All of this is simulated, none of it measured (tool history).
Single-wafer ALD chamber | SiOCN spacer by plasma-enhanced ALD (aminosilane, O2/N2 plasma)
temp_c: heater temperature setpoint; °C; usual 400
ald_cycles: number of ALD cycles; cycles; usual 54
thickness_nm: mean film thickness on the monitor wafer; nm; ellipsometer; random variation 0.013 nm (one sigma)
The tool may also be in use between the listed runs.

run	hour	temp_c	ald_cycles	read-back reference wafer on the same gauge, thickness_nm	thickness_nm
1	0.0	390	54	3.383	3.279
2	31.4	390	54	3.379	3.278
# hour 76.4: gauge calibrated
3	82.3	400	56	3.375	3.344
4	124.4	400	56	3.383	3.379
5	153.1	400	56	3.377	3.383
6	180.9	412	54	3.386	3.113
7	243.2	412	54	3.382	3.100
8	279.9	412	54	3.376	3.113
9	401.4	411	61	3.381	3.498
10	433.4	411	61	3.376	3.505
11	486.0	411	61	3.382	3.476
12	526.0	393	60	3.384	3.635
13	585.2	393	60	3.372	3.640
14	627.9	400	54	3.381	3.231
15	667.9	395	54	3.384	3.263
16	709.0	400	51	3.379	3.020
17	758.3	400	51	3.385	3.035
18	815.3	405	62	3.377	3.627
19	886.3	405	62	3.375	3.623
# hour 931.5: thermocouple changed; heater temperature recalibrated
20	936.1	400	54	3.376	3.276
21	980.8	400	54	3.381	3.250
22	1051.3	400	54	3.378	3.244
23	1076.9	393	50	3.378	3.039
24	1147.5	411	49	3.380	2.864
25	1193.8	388	51	3.382	3.101
26	1239.2	400	54	3.373	3.273
27	1296.6	413	64	3.378	3.695
28	1334.6	392	54	3.379	3.262
29	1398.2	400	50	3.380	3.025
30	1448.6	391	49	3.384	2.975
31	1479.3	415	54	3.374	3.088
32	1531.0	400	46	3.384	2.779
33	1576.9	400	51	3.376	3.104
34	1611.5	400	54	3.375	3.272
35	1681.6	395	61	3.379	3.722
36	1737.3	409	43	3.379	2.536
# hour 1765.3: gauge calibrated
37	1783.6	405	65	3.380	3.870
38	1821.8	407	46	3.383	2.693
39	1859.5	400	48	3.379	2.909
40	2032.1	400	54	3.387	3.229
41	2062.0	410	54	3.379	3.138
42	2105.1	388	50	3.383	3.039
43	2175.9	410	58	3.377	3.382
44	2241.2	413	49	3.374	2.806

3 ways to go on from here, each from the tool as it stands after run 44. What would each give?
A	2241.7	400	54	?	?
B	2241.7	415	45	?	?
C	2241.7	394	58	?	?

run	read-back reference wafer on the same gauge, thickness_nm	thickness_nm
A	3.382	3.230
B	3.382	2.553
C	3.382	3.502
Without the tool's hidden state the same runs would have given:
run	thickness_nm
A	3.260
B	2.577
C	3.502
